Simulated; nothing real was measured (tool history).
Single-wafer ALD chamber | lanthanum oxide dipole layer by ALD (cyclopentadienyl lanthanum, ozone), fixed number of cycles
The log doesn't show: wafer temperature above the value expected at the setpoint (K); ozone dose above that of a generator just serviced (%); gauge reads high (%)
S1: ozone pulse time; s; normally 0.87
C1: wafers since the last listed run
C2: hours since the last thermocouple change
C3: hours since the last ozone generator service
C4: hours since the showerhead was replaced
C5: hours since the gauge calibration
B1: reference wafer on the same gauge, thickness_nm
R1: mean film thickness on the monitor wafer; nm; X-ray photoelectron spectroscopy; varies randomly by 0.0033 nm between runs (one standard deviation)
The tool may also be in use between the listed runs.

Run 1, hour 0: usual settings; C1 0; C2 1689.2; C3 599; C4 3335; C5 1515.5; B1 0.623. Result: R1 0.543 nm.
Run 2, hour 28.2: usual settings; C1 624; C2 1717.4; C3 627.2; C4 3363.2; C5 1543.7; B1 0.622. Result: R1 0.54 nm.
Run 3, hour 69.2: usual settings; C1 907; C2 1758.4; C3 668.2; C4 3404.2; C5 1584.7; B1 0.624. Result: R1 0.546 nm.
At hour 78.7: showerhead replaced.
Run 4, hour 115.4: usual settings but S1 1.02 s; C1 845; C2 1804.6; C3 714.4; C4 36.7; C5 1630.9; B1 0.622. Result: R1 0.573 nm.
Run 5, hour 171.7: usual settings but S1 1.02 s; C1 1245; C2 1860.9; C3 770.7; C4 93; C5 1687.2; B1 0.623. Result: R1 0.569 nm.
Run 6, hour 227: usual settings but S1 1.02 s; C1 1223; C2 1916.2; C3 826; C4 148.3; C5 1742.5; B1 0.623. Result: R1 0.571 nm.
Run 7, hour 283.6: usual settings but S1 0.79 s; C1 1252; C2 1972.8; C3 882.6; C4 204.9; C5 1799.1; B1 0.623. Result: R1 0.515 nm.
At hour 284.3: gauge calibrated.
At hour 294.1: ozone generator serviced.
Run 8, hour 353: usual settings but S1 0.79 s; C1 1358; C2 2042.2; C3 58.9; C4 274.3; C5 68.7; B1 0.623. Result: R1 0.475 nm.
Run 9, hour 383: usual settings but S1 1.13 s; C1 663; C2 2072.2; C3 88.9; C4 304.3; C5 98.7; B1 0.622. Result: R1 0.55 nm.
Run 10, hour 407.6: usual settings; C1 544; C2 2096.8; C3 113.5; C4 328.9; C5 123.3; B1 0.623. Result: R1 0.502 nm.
Run 11, hour 447.5: usual settings; C1 882; C2 2136.7; C3 153.4; C4 368.8; C5 163.2; B1 0.623. Result: R1 0.503 nm.
Run 12, hour 476.3: usual settings; C1 637; C2 2165.5; C3 182.2; C4 397.6; C5 192; B1 0.623. Result: R1 0.497 nm.
Run 13, hour 509.7: usual settings; C1 739; C2 2198.9; C3 215.6; C4 431; C5 225.4; B1 0.622. Result: R1 0.499 nm.
Run 14, hour 547.3: usual settings; C1 832; C2 2236.5; C3 253.2; C4 468.6; C5 263; B1 0.623. Result: R1 0.495 nm.
Run 15, hour 598: usual settings but S1 0.67 s; C1 1121; C2 2287.2; C3 303.9; C4 519.3; C5 313.7; B1 0.623. Result: R1 0.432 nm.
Run 16, hour 632.1: usual settings but S1 0.7 s; C1 754; C2 2321.3; C3 338; C4 553.4; C5 347.8; B1 0.623. Result: R1 0.443 nm.
At hour 687.7: ozone generator serviced, repeated, since the last time left the tool worse.
Run 17, hour 699.5: usual settings but S1 0.64 s; C1 1314; C2 2388.7; C3 11.8; C4 620.8; C5 415.2; B1 0.624. Result: R1 0.49 nm.
Run 18, hour 740.1: usual settings but S1 0.58 s; C1 898; C2 2429.3; C3 52.4; C4 661.4; C5 455.8; B1 0.623. Result: R1 0.472 nm.
Run 19, hour 776.2: usual settings but S1 0.65 s; C1 798; C2 2465.4; C3 88.5; C4 697.5; C5 491.9; B1 0.624. Result: R1 0.501 nm.
Run 20, hour 804.4: usual settings but S1 0.66 s; C1 624; C2 2493.6; C3 116.7; C4 725.7; C5 520.1; B1 0.622. Result: R1 0.498 nm.
Run 21, hour 868.2: usual settings; C1 1411; C2 2557.4; C3 180.5; C4 789.5; C5 583.9; B1 0.623. Result: R1 0.552 nm.
Run 22, hour 920.2: usual settings but S1 0.71 s; C1 1150; C2 2609.4; C3 232.5; C4 841.5; C5 635.9; B1 0.623. Result: R1 0.509 nm.
At hour 968.7: thermocouple changed; heater temperature recalibrated.
Run 23, hour 990.1: usual settings but S1 1.08 s; C1 1369; C2 21.4; C3 302.4; C4 911.4; C5 705.8; B1 0.622. Result: R1 0.595 nm.
Run 24, hour 1027.7: usual settings; C1 832; C2 59; C3 340; C4 949; C5 743.4; B1 0.623. Result: R1 0.555 nm.
Run 25, hour 1089: usual settings but S1 0.57 s; C1 1356; C2 120.3; C3 401.3; C4 1010.3; C5 804.7; B1 0.623. Result: R1 0.463 nm.
Run 26, hour 1127.4: usual settings but S1 0.68 s; C1 849; C2 158.7; C3 439.7; C4 1048.7; C5 843.1; B1 0.621. Result: R1 0.497 nm.
Run 27, hour 1184.3: usual settings but S1 0.98 s; C1 1259; C2 215.6; C3 496.6; C4 1105.6; C5 900; B1 0.622. Result: R1 0.572 nm.
Run 28, hour 1237.4: usual settings but S1 1.21 s; C1 1175; C2 268.7; C3 549.7; C4 1158.7; C5 953.1; B1 0.624. Result: R1 0.607 nm.
Run 29, hour 1271.3: usual settings but S1 1.01 s; C1 750; C2 302.6; C3 583.6; C4 1192.6; C5 987; B1 0.622. Result: R1 0.572 nm.
Run 30, hour 1303.9: usual settings but S1 0.54 s; C1 721; C2 335.2; C3 616.2; C4 1225.2; C5 1019.6; B1 0.621. Result: R1 0.44 nm.
Run 31, hour 1341.2: usual settings but S1 0.62 s; C1 825; C2 372.5; C3 653.5; C4 1262.5; C5 1056.9; B1 0.624. Result: R1 0.468 nm.
Run 32, hour 1384.7: usual settings but S1 1.2 s; C1 962; C2 416; C3 697; C4 1306; C5 1100.4; B1 0.624. Result: R1 0.61 nm.
Run 33, hour 1448: usual settings but S1 1.05 s; C1 1400; C2 479.3; C3 760.3; C4 1369.3; C5 1163.7; B1 0.623. Result: R1 0.576 nm.
Run 34, hour 1475.2: usual settings but S1 0.75 s; C1 601; C2 506.5; C3 787.5; C4 1396.5; C5 1190.9; B1 0.623. Result: R1 0.502 nm.

Alternative continuations, all from the tool just after run 34; predict every row:
Run A, hour 1475.6: usual settings but S1 0.56 s; C1 8; C2 506.9; C3 787.9; C4 1396.9; C5 1191.3; B1 ?. Result: R1 ?.
Run B, hour 1475.6: usual settings but S1 0.6 s; C1 8; C2 506.9; C3 787.9; C4 1396.9; C5 1191.3; B1 ?. Result: R1 ?.
Run C, hour 1475.6: usual settings but S1 1.03 s; C1 8; C2 506.9; C3 787.9; C4 1396.9; C5 1191.3; B1 ?. Result: R1 ?.
Run D, hour 1475.6: usual settings but S1 1.12 s; C1 8; C2 506.9; C3 787.9; C4 1396.9; C5 1191.3; B1 ?. Result: R1 ?.

run     B1     R1
  A  0.621  0.436
  B  0.621  0.452
  C  0.621  0.571
  D  0.621  0.587
Without the tool's unlogged condition, the same runs would have read:
run     R1
  A  0.465
  B  0.481
  C  0.594
  D  0.608

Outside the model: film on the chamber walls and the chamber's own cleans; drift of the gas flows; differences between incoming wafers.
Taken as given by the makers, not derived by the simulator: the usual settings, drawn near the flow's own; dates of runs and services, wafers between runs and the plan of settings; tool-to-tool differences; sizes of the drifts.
